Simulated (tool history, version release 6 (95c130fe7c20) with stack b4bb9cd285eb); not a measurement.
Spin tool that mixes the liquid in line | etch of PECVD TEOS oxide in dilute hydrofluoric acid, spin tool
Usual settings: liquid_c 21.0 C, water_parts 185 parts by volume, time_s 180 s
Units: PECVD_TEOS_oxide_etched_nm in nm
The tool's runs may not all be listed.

run,hour,liquid_c,water_parts,time_s,"read-back film thickness of the PECVD TEOS oxide reference wafer, read on the same gauge (nm)",PECVD_TEOS_oxide_etched_nm
1,0.0,21.0,185,180,150.00,11.53
2,15.7,23.0,185,180,150.02,12.49
3,24.5,21.0,185,180,149.99,11.50
4,40.6,21.0,205,180,150.01,10.14
5,55.0,19.5,185,230,149.99,13.93
# hour 61.2: gauge calibrated
6,68.6,21.0,185,180,150.00,11.57
7,80.0,21.0,185,180,150.00,11.49
8,87.4,21.0,185,180,150.02,11.44
9,96.3,21.0,185,180,150.00,11.51
10,112.4,21.0,185,180,150.01,11.51
11,120.7,21.0,140,180,149.98,15.96
# hour 130.5: thermometer replaced
12,138.0,21.0,140,180,150.00,16.05
13,152.4,21.0,140,180,149.98,15.98
14,161.7,17.5,185,210,150.03,11.61
15,175.0,19.5,220,130,149.99,6.29
# hour 178.3: hydrofluoric acid flow meter replaced
16,185.8,21.0,185,180,150.02,13.35
17,202.1,17.0,120,210,150.00,21.93
18,211.9,21.0,185,180,149.99,13.50
# hour 231.7: gauge calibrated
19,238.1,17.0,185,285,149.99,18.15
20,245.1,21.0,185,180,149.99,13.35
21,252.0,17.0,145,95,150.00,8.07
22,263.3,24.5,255,235,150.00,13.39
23,269.7,23.0,185,145,150.00,11.55
24,280.8,21.0,185,180,150.00,13.38
25,286.9,26.0,185,280,150.03,25.01
26,294.6,21.0,185,180,150.00,13.25

5 ways to go on from here, each from the tool as it stands after run 26. What would each give?
A,295.1,21.0,185,180,?,?
B,295.1,21.0,150,90,?,?
C,295.1,18.0,185,180,?,?
D,295.1,21.0,120,180,?,?
E,295.1,21.0,240,235,?,?

run,"read-back film thickness of the PECVD TEOS oxide reference wafer, read on the same gauge (nm)",PECVD_TEOS_oxide_etched_nm
A,150.01,13.33
B,150.01,8.53
C,150.01,11.85
D,150.01,22.05
E,150.01,12.69
Without the tool's hidden state the same runs would have given:
run,PECVD_TEOS_oxide_etched_nm
A,13.74
B,8.79
C,12.22
D,22.70
E,13.10
